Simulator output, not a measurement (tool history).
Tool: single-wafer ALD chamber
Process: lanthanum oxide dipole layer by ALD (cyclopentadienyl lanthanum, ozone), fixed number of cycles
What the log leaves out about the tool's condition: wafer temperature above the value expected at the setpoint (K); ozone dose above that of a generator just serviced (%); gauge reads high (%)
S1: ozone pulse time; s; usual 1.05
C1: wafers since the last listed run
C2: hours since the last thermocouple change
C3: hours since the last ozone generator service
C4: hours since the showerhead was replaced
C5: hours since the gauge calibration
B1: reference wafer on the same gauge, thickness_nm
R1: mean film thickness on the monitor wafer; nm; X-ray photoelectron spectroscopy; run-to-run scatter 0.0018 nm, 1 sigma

run    hour    S1    C1      C2     C3      C4      C5     B1     R1
  1     0.0  1.22     0  2351.7  615.7  2542.6   332.2  0.462  0.514
  2    86.6  1.22  1854  2438.3  702.3  2629.2   418.8  0.460  0.508
      125.8  -- ozone generator serviced
  3   138.9  1.05   948  2490.6   13.1  2681.5   471.1  0.459  0.491
  4   208.8  1.05  1497  2560.5   83.0  2751.4   541.0  0.459  0.493
  5   277.2  1.05  1464  2628.9  151.4  2819.8   609.4  0.458  0.492
  6   323.9  1.35  1000  2675.6  198.1  2866.5   656.1  0.457  0.515
  7   404.4  1.05  1724  2756.1  278.6  2947.0   736.6  0.456  0.490
  8   495.1  1.05  1942  2846.8  369.3  3037.7   827.3  0.455  0.489
      552.4  -- showerhead replaced
  9   587.2  0.76  1801  2938.9  461.4    34.8   919.4  0.454  0.447
      597.4  -- thermocouple changed; heater temperature recalibrated
 10   691.9  1.05  2071    94.5  566.1   139.5  1024.1  0.453  0.486
 11   734.1  1.32   903   136.7  608.3   181.7  1066.3  0.452  0.507
      811.4  -- gauge calibrated
 12   834.0  1.05  2139   236.6  708.2   281.6    22.6  0.467  0.500
 13   967.8  1.20  2865   370.4  842.0   415.4   156.4  0.465  0.517
     1012.5  -- ozone generator serviced
 14  1048.6  0.70  1559   451.2   36.1   496.2   237.2  0.464  0.450
 15  1091.9  0.82   927   494.5   79.4   539.5   280.5  0.463  0.467
 16  1156.5  0.73  1383   559.1  144.0   604.1   345.1  0.462  0.452
 17  1203.8  1.21  1013   606.4  191.3   651.4   392.4  0.462  0.514
 18  1304.7  1.19  2161   707.3  292.2   752.3   493.3  0.460  0.512
 19  1406.8  1.43  2186   809.4  394.3   854.4   595.4  0.459  0.525

The next listed run, before its measurement:
 20  1493.3  1.16  1852  895.9  480.8  940.9  681.9   ?   ?

B1: 0.458
R1: 0.502 nm
Without the tool's hidden state the same run would have given R1 0.509 nm.
